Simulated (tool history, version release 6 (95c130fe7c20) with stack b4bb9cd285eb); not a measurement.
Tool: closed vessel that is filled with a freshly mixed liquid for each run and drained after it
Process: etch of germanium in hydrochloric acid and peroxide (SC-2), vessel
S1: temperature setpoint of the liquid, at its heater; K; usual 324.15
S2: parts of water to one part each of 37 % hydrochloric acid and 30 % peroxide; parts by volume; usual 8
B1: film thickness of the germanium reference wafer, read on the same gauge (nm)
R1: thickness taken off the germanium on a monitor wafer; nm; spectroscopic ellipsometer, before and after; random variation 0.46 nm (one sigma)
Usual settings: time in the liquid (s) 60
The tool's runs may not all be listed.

run 1 day=0 | S1=324.15 S2=8 time_in_the_liquid_(s)=60 | B1=70.01 | R1=141.26
run 2 day=0.629 | S1=324.15 S2=8 time_in_the_liquid_(s)=60 | B1=69.99 | R1=141.38
run 3 day=0.971 | S1=324.15 S2=8 time_in_the_liquid_(s)=60 | B1=70.04 | R1=141.2
run 4 day=1.375 | S1=324.15 S2=8 time_in_the_liquid_(s)=60 | B1=70.02 | R1=141.17
run 5 day=1.892 | S1=324.15 S2=8 time_in_the_liquid_(s)=60 | B1=70 | R1=150.92
run 6 day=2.633 | S1=324.15 S2=8 time_in_the_liquid_(s)=60 | B1=70.03 | R1=150.82
run 7 day=3.212 | S1=324.15 S2=8 time_in_the_liquid_(s)=60 | B1=70.02 | R1=151.01
run 8 day=3.596 | S1=324.15 S2=8 time_in_the_liquid_(s)=60 | B1=70 | R1=151.21
run 9 day=4.104 | S1=324.15 S2=8 time_in_the_liquid_(s)=60 | B1=70.03 | R1=150.79
run 10 day=6.192 | S1=324.15 S2=8 time_in_the_liquid_(s)=60 | B1=70 | R1=150.97
run 11 day=6.579 | S1=324.15 S2=8 time_in_the_liquid_(s)=60 | B1=69.99 | R1=150.2
run 12 day=7.067 | S1=324.15 S2=8 time_in_the_liquid_(s)=60 | B1=70.04 | R1=150.3
run 13 day=7.4 | S1=331.65 S2=8 time_in_the_liquid_(s)=50 | B1=70.01 | R1=158.66
run 14 day=7.683 | S1=320.65 S2=12 time_in_the_liquid_(s)=75 | B1=70 | R1=162.99
run 15 day=8.388 | S1=327.65 S2=8 time_in_the_liquid_(s)=80 | B1=69.99 | R1=223.32
run 16 day=8.908 | S1=329.65 S2=8 time_in_the_liquid_(s)=50 | B1=69.98 | R1=148.5
run 17 day=9.354 | S1=324.15 S2=8 time_in_the_liquid_(s)=60 | B1=70.01 | R1=151.02
run 18 day=9.725 | S1=324.15 S2=7 time_in_the_liquid_(s)=75 | B1=70 | R1=189.05
run 19 day=10.062 | S1=319.65 S2=6.5 time_in_the_liquid_(s)=50 | B1=70.01 | R1=110.17
run 20 day=10.471 | S1=316.65 S2=6.5 time_in_the_liquid_(s)=60 | B1=70 | R1=118.34
run 21 day=11.146 | S1=324.15 S2=8 time_in_the_liquid_(s)=30 | B1=70 | R1=75.46
run 22 day=11.483 | S1=324.15 S2=8 time_in_the_liquid_(s)=60 | B1=69.99 | R1=151.45
run 23 day=11.858 | S1=333.15 S2=10.5 time_in_the_liquid_(s)=30 | B1=69.99 | R1=96.24
run 24 day=12.488 | S1=324.15 S2=6.5 time_in_the_liquid_(s)=60 | B1=70 | R1=152.18
run 25 day=13.142 | S1=324.15 S2=8 time_in_the_liquid_(s)=60 | B1=70 | R1=149.97
run 26 day=13.725 | S1=324.15 S2=8 time_in_the_liquid_(s)=60 | B1=69.98 | R1=149.72
run 27 day=13.992 | S1=324.15 S2=8 time_in_the_liquid_(s)=60 | B1=69.99 | R1=149.52
run 28 day=14.517 | S1=320.65 S2=8 time_in_the_liquid_(s)=40 | B1=70 | R1=89.83
run 29 day=15.892 | S1=316.15 S2=10 time_in_the_liquid_(s)=45 | B1=70.01 | R1=85.2
run 30 day=16.588 | S1=330.15 S2=6 time_in_the_liquid_(s)=75 | B1=70.02 | R1=229.89

Not shown: 4 entries that the log had between the listed runs. Between which runs, and how does the tool's hidden state differ before and after?
Between runs 3 and 4: gauge calibrated (day 1.196)
  liquid colder than its thermometer reads (K): 2.5 -> 2.51
  measured less the result without the state, R1: -11.68 -> -11.72 nm
Between runs 4 and 5: thermometer replaced (day 1.621)
  liquid colder than its thermometer reads (K): 2.51 -> 0.372
  measured less the result without the state, R1: -11.72 -> -1.78 nm
Between runs 7 and 8: chemicals flow meter replaced (day 3.475)
  liquid colder than its thermometer reads (K): 0.4 -> 0.408
  measured less the result without the state, R1: -1.92 -> -1.97 nm
Between runs 9 and 10: new drum of peroxide connected (day 5.533)
  liquid colder than its thermometer reads (K): 0.419 -> 0.463
  measured less the result without the state, R1: -2.01 -> -2.2 nm
